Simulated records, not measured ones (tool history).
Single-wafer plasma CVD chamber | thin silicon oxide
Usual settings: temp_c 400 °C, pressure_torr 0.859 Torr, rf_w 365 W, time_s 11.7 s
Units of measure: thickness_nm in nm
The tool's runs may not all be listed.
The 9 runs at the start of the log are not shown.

run     day  temp_c  pressure_torr  rf_w  time_s  wafers since the last listed run  hours since the last thermocouple change  hours since the last RF generator calibration  hours since the last manometer calibration  hours since the showerhead was replaced  hours since the gauge calibration  read-back reference wafer on the same gauge, thickness_nm  thickness_nm
      4.504  -- gauge calibrated
      4.508  -- capacitance manometer re-zeroed and calibrated
 10     4.8     400          0.859   400    11.7                               266                                    2010.5                                         1926.5                                           7                                   2487.8                                7.1                                                     26.506        24.843
 11   5.458     400          0.859   365    11.7                               553                                    2026.3                                         1942.3                                        22.8                                   2503.6                               22.9                                                     26.497        24.125
 12   5.871     400          0.859   365    11.7                               347                                    2036.2                                         1952.2                                        32.7                                   2513.5                               32.8                                                     26.521        24.049
 13   6.258     400          0.859   365    11.7                               326                                    2045.5                                         1961.5                                          42                                   2522.8                               42.1                                                     26.528        23.887
 14   6.562     400          0.859   365    11.7                               255                                    2052.8                                         1968.8                                        49.3                                   2530.1                               49.4                                                     26.518        24.048
 15   7.138     394          0.859   365    12.9                               483                                    2066.6                                         1982.6                                        63.1                                   2543.9                               63.2                                                     26.499        26.501
        7.7  -- showerhead replaced
 16   7.833     400          0.859   365    12.6                               304                                    2083.3                                         1999.3                                        79.8                                      3.2                               79.9                                                     26.484        26.026
 17   8.262     415          0.859   305    11.7                               361                                    2093.6                                         2009.6                                        90.1                                     13.5                               90.2                                                     26.437        22.388
 18   8.983     400          0.859   405    11.7                               606                                    2110.9                                         2026.9                                       107.4                                     30.8                              107.5                                                     26.495        24.852
 19   9.483     400          0.859   365    11.7                               420                                    2122.9                                         2038.9                                       119.4                                     42.8                              119.5                                                     26.524        24.047
 20   9.946     413          0.717   365    11.7                               389                                      2134                                           2050                                       130.5                                     53.9                              130.6                                                     26.506        20.588
 21  10.212     400          0.657   365      11                               224                                    2140.4                                         2056.4                                       136.9                                     60.3                                137                                                     26.478        18.073
 22  10.912     400          0.859   365    11.7                               588                                    2157.2                                         2073.2                                       153.7                                     77.1                              153.8                                                     26.437        23.941
     11.438  -- RF generator calibrated
     11.471  -- thermocouple changed; heater temperature recalibrated
 23  12.217     400          0.859   340    10.1                               791                                      17.9                                           18.7                                         185                                    108.4                              185.1                                                     26.483        20.226
 24  12.817     389          1.051   365    10.9                               504                                      32.3                                           33.1                                       199.4                                    122.8                              199.5                                                       26.5        26.085
 25  13.308     386          0.859   365    13.8                               413                                      44.1                                           44.9                                       211.2                                    134.6                              211.3                                                     26.483        28.726
 26   13.95     400          0.859   365    11.7                               539                                      59.5                                           60.3                                       226.6                                      150                              226.7                                                      26.49        23.972
 27  14.212     400          0.859   365    11.7                               220                                      65.8                                           66.6                                       232.9                                    156.3                                233                                                     26.508        24.194
     14.438  -- gauge calibrated
 28  14.675     396          0.708   420    13.2                               389                                      76.9                                           77.7                                         244                                    167.4                                5.7                                                     26.528        24.089
 29  14.954     400          0.859   425    13.8                               234                                      83.6                                           84.4                                       250.7                                    174.1                               12.4                                                     26.446        29.657
 30  15.704     394          0.859   395    11.7                               630                                     101.6                                          102.4                                       268.7                                    192.1                               30.4                                                     26.456        24.717

3 options for the next run, each taken on its own from the tool as it stands now. Forecast them:
  A  15.721     400          0.859   365    11.7                                14                                       102                                          102.8                                       269.1                                    192.5                               30.8                                                          ?             ?
  B  15.721     400          0.948   400    11.7                                14                                       102                                          102.8                                       269.1                                    192.5                               30.8                                                          ?             ?
  C  15.721     400          0.646   305     9.9                                14                                       102                                          102.8                                       269.1                                    192.5                               30.8                                                          ?             ?

run  read-back reference wafer on the same gauge, thickness_nm  thickness_nm
  A                                                     26.471        23.965
  B                                                     26.471        26.668
  C                                                     26.471        14.837
With no hidden state in the tool, these same runs would have given:
run  thickness_nm
  A        24.102
  B         26.82
  C        14.945
